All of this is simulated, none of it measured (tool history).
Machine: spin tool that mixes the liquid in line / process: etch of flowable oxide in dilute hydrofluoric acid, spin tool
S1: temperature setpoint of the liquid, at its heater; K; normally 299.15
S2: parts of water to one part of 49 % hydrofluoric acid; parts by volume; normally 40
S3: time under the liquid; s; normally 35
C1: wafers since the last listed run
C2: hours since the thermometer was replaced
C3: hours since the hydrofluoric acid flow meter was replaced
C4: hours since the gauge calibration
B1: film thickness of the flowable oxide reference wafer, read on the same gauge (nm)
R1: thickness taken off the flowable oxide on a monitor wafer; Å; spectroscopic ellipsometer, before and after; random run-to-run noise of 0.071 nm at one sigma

run,hour,S1,S2,S3,C1,C2,C3,C4,B1,R1
1,0,299.15,40,35,0,2010.2,1409.4,77.3,140.04,369.5
2,7,299.15,40,35,104,2017.2,1416.4,84.3,140.02,370.4
3,19.4,299.15,40,35,185,2029.6,1428.8,96.7,139.99,370.1
4,36.9,299.15,50,35,262,2047.1,1446.3,114.2,140.04,292.1
5,53,299.15,40,35,241,2063.2,1462.4,130.3,139.99,369.7
6,67.8,299.15,40,35,221,2078,1477.2,145.1,139.96,370.4
7,85.2,299.15,40,35,260,2095.4,1494.6,162.5,140.01,368.8
# hour 93.8: thermometer replaced
8,103,296.65,20,45,251,9.2,1512.4,180.3,139.97,948.6
# hour 105.4: hydrofluoric acid flow meter replaced
9,111.8,299.15,40,25,116,18,6.4,189.1,139.94,249.8
# hour 113.8: gauge calibrated
10,125.7,299.15,40,35,208,31.9,20.3,11.9,140,348.8
11,141.3,299.15,60,20,233,47.5,35.9,27.5,139.99,130.3
12,151,299.15,40,35,145,57.2,45.6,37.2,139.99,350.8
13,160.6,296.15,35,35,143,66.8,55.2,46.8,139.99,355.7
14,174.8,297.15,20,35,212,81,69.4,61,140.03,665.5

Here are 3 independent what-if runs from the current tool condition. What would each one return?
A,175.2,300.65,40,35,5,81.4,69.8,61.4,?,?
B,175.2,303.15,50,30,5,81.4,69.8,61.4,?,?
C,175.2,294.65,50,35,5,81.4,69.8,61.4,?,?

run,B1,R1
A,139.97,373.8
B,139.97,279.2
C,139.97,230.3
With the hidden condition removed and each run's random variation left untouched, the same runs would have given:
run,R1
A,379.5
B,283.2
C,234
